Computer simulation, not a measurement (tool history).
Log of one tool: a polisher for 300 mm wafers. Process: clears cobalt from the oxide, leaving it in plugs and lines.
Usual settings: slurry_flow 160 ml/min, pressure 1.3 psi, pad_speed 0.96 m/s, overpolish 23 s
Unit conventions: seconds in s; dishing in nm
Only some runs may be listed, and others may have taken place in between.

| run | hour | slurry_flow | pressure | pad_speed | overpolish | incoming thickness of the incoming film, nm | seconds | dishing |
|---|---|---|---|---|---|---|---|---|
| 1 | 0 | 160 | 1.3 | 0.96 | 17 | 331.4 | 122.1 | 32.5 |
| 2 | 45.3 | 160 | 1.3 | 0.96 | 27 | 326.9 | 118.1 | 43.9 |
| 3 | 125.3 | 160 | 1.3 | 0.96 | 27 | 332.2 | 121.8 | 43.5 |
| 4 | 313.6 | 160 | 1.3 | 0.96 | 20 | 327.9 | 114.8 | 37.1 |
|  | 372.6 | worn pad replaced by a new one |
| 5 | 379.9 | 160 | 1.3 | 0.96 | 20 | 332.2 | 114.8 | 37.4 |
|  | 625.4 | slurry nozzle cleaned |
| 6 | 674.9 | 160 | 1.3 | 0.96 | 20 | 326.8 | 112.8 | 37.8 |
| 7 | 743.1 | 160 | 1.3 | 0.96 | 23 | 324.9 | 109.6 | 41.8 |
| 8 | 805.5 | 160 | 1.3 | 0.96 | 23 | 333.1 | 112.2 | 40.7 |
| 9 | 908.1 | 160 | 1.3 | 0.96 | 23 | 332.1 | 108.1 | 41.2 |
|  | 944.8 | head pressure recalibrated |
| 10 | 952.9 | 160 | 1.3 | 0.96 | 20 | 333.2 | 121 | 36.6 |
| 11 | 1052.9 | 160 | 1.3 | 0.96 | 23 | 328.2 | 116.9 | 39.8 |
| 12 | 1155.5 | 205 | 1.6 | 0.86 | 23 | 335.4 | 107.8 | 42.6 |
| 13 | 1258.9 | 135 | 1.6 | 1.28 | 30 | 331.7 | 79.6 | 54.4 |
|  | 1284.9 | worn pad replaced by a new one |
| 14 | 1326.5 | 160 | 1.7 | 0.82 | 23 | 325.2 | 105.6 | 42.1 |
| 15 | 1427.1 | 195 | 1.3 | 0.96 | 23 | 329.5 | 115 | 39.8 |
| 16 | 1472.5 | 160 | 1.6 | 0.66 | 23 | 330.1 | 130.6 | 37.1 |
|  | 1540.6 | slurry nozzle cleaned |
| 17 | 1567 | 200 | 1.3 | 0.96 | 23 | 330.3 | 112.8 | 41.3 |
| 18 | 1631.9 | 140 | 1.6 | 0.96 | 35 | 331.4 | 98.7 | 53 |
| 19 | 1941.7 | 160 | 1.3 | 0.78 | 13 | 331.5 | 129.9 | 25.1 |
| 20 | 2024.6 | 160 | 1.3 | 0.96 | 23 | 327.7 | 108.6 | 41.3 |
| 21 | 2096.6 | 135 | 0.9 | 1.08 | 32 | 332 | 135.3 | 43.7 |
|  | 2102.4 | head pressure recalibrated |
|  | 2167.6 | worn pad replaced by a new one |
| 22 | 2200.8 | 160 | 1.3 | 1.06 | 19 | 329.4 | 112.2 | 36.2 |
| 23 | 2264.3 | 200 | 1 | 0.68 | 32 | 333.6 | 189.1 | 37.4 |
| 24 | 2360.1 | 160 | 1.3 | 0.96 | 20 | 330.7 | 120 | 35.7 |
| 25 | 2425.2 | 160 | 0.9 | 0.96 | 23 | 329.6 | 163.4 | 32.1 |
|  | 2467 | slurry nozzle cleaned |
| 26 | 2600.7 | 120 | 1 | 0.96 | 14 | 327.4 | 159.2 | 22.8 |
| 27 | 2672.9 | 160 | 1.3 | 0.96 | 23 | 332.2 | 120.1 | 40.6 |
| 28 | 2709.6 | 105 | 1.5 | 0.8 | 9 | 331.9 | 134.6 | 18 |
| 29 | 2797.1 | 205 | 1.1 | 0.62 | 27 | 332.6 | 174.2 | 33.9 |
| 30 | 2892.6 | 160 | 1.3 | 0.96 | 23 | 330.8 | 115.6 | 41 |

The next listed run, before its measurement:
| 31 | 2989.4 | 160 | 1.3 | 0.96 | 35 | 330.4 | ? | ? |

seconds: 114.1 s
dishing: 50.7 nm
Were there no unlogged condition in the tool, this run, its random variation unchanged, would have produced seconds 120.4 s, dishing 49.6 nm.
